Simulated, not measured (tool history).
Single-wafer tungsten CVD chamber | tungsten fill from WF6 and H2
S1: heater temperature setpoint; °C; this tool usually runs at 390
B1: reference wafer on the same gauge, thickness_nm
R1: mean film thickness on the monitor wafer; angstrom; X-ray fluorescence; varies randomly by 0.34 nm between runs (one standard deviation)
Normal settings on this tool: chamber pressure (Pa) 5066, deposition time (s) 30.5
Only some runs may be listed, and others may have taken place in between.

{"run": 1, "hour": 0.0, "S1": 390, "chamber pressure (Pa)": 5066, "deposition time (s)": 30.5, "B1": 91.433, "R1": 957.4}
{"run": 2, "hour": 31.2, "S1": 390, "chamber pressure (Pa)": 5066, "deposition time (s)": 30.5, "B1": 91.521, "R1": 957.28}
{"run": 3, "hour": 56.3, "S1": 390, "chamber pressure (Pa)": 5066, "deposition time (s)": 30.5, "B1": 91.409, "R1": 957.25}
{"run": 4, "hour": 68.6, "S1": 390, "chamber pressure (Pa)": 5066, "deposition time (s)": 30.5, "B1": 91.38, "R1": 953.1}
{"run": 5, "hour": 95.2, "S1": 390, "chamber pressure (Pa)": 5066, "deposition time (s)": 30.5, "B1": 91.32, "R1": 951.64}
{"run": 6, "hour": 170.0, "S1": 390, "chamber pressure (Pa)": 5066, "deposition time (s)": 30.5, "B1": 91.375, "R1": 962.89}
{"run": 7, "hour": 205.6, "S1": 390, "chamber pressure (Pa)": 5066, "deposition time (s)": 30.5, "B1": 91.414, "R1": 954.52}
{"run": 8, "hour": 220.9, "S1": 390, "chamber pressure (Pa)": 5066, "deposition time (s)": 30.5, "B1": 91.301, "R1": 953.59}
{"run": 9, "hour": 248.0, "S1": 390, "chamber pressure (Pa)": 5066, "deposition time (s)": 30.5, "B1": 91.505, "R1": 957.62}
{"hour": 264.8, "done": "showerhead replaced"}
{"hour": 287.2, "done": "capacitance manometer re-zeroed and calibrated"}
{"run": 10, "hour": 287.7, "S1": 390, "chamber pressure (Pa)": 5066, "deposition time (s)": 30.5, "B1": 91.424, "R1": 965.32}
{"run": 11, "hour": 312.4, "S1": 390, "chamber pressure (Pa)": 5066, "deposition time (s)": 30.5, "B1": 91.581, "R1": 964.71}
{"hour": 326.1, "done": "thermocouple changed; heater temperature recalibrated"}
{"hour": 331.3, "done": "gauge calibrated"}
{"run": 12, "hour": 345.9, "S1": 390, "chamber pressure (Pa)": 6106, "deposition time (s)": 28.5, "B1": 91.365, "R1": 891.35}
{"run": 13, "hour": 378.2, "S1": 390, "chamber pressure (Pa)": 5626, "deposition time (s)": 30.5, "B1": 91.443, "R1": 918.82}
{"run": 14, "hour": 399.5, "S1": 378, "chamber pressure (Pa)": 5066, "deposition time (s)": 34.2, "B1": 91.428, "R1": 800.03}
{"run": 15, "hour": 432.3, "S1": 400, "chamber pressure (Pa)": 5066, "deposition time (s)": 30.5, "B1": 91.424, "R1": 1044.95}
{"run": 16, "hour": 488.1, "S1": 390, "chamber pressure (Pa)": 5066, "deposition time (s)": 30.5, "B1": 91.34, "R1": 885.39}
{"run": 17, "hour": 523.9, "S1": 390, "chamber pressure (Pa)": 5066, "deposition time (s)": 30.5, "B1": 91.447, "R1": 886.97}
{"run": 18, "hour": 549.8, "S1": 375, "chamber pressure (Pa)": 5680, "deposition time (s)": 36.3, "B1": 91.298, "R1": 866.52}
{"run": 19, "hour": 573.2, "S1": 400, "chamber pressure (Pa)": 4106, "deposition time (s)": 35, "B1": 91.298, "R1": 1094.43}
{"run": 20, "hour": 594.0, "S1": 390, "chamber pressure (Pa)": 5786, "deposition time (s)": 26.6, "B1": 91.396, "R1": 824.31}

Branching from run 20: 3 alternative next runs. What would each branch give?
{"run": "A", "hour": 594.4, "S1": 390, "chamber pressure (Pa)": 5066, "deposition time (s)": 36.5, "B1": "?", "R1": "?"}
{"run": "B", "hour": 594.4, "S1": 395, "chamber pressure (Pa)": 5066, "deposition time (s)": 35.3, "B1": "?", "R1": "?"}
{"run": "C", "hour": 594.4, "S1": 403, "chamber pressure (Pa)": 6173, "deposition time (s)": 28.4, "B1": "?", "R1": "?"}

run=A B1=91.427 R1=1061.17
run=B B1=91.427 R1=1115.47
run=C B1=91.427 R1=1118.23
With the hidden condition removed and each run's random variation left untouched, the same runs would have given:
run=A R1=1025.24
run=B R1=1078.19
run=C R1=1082.92
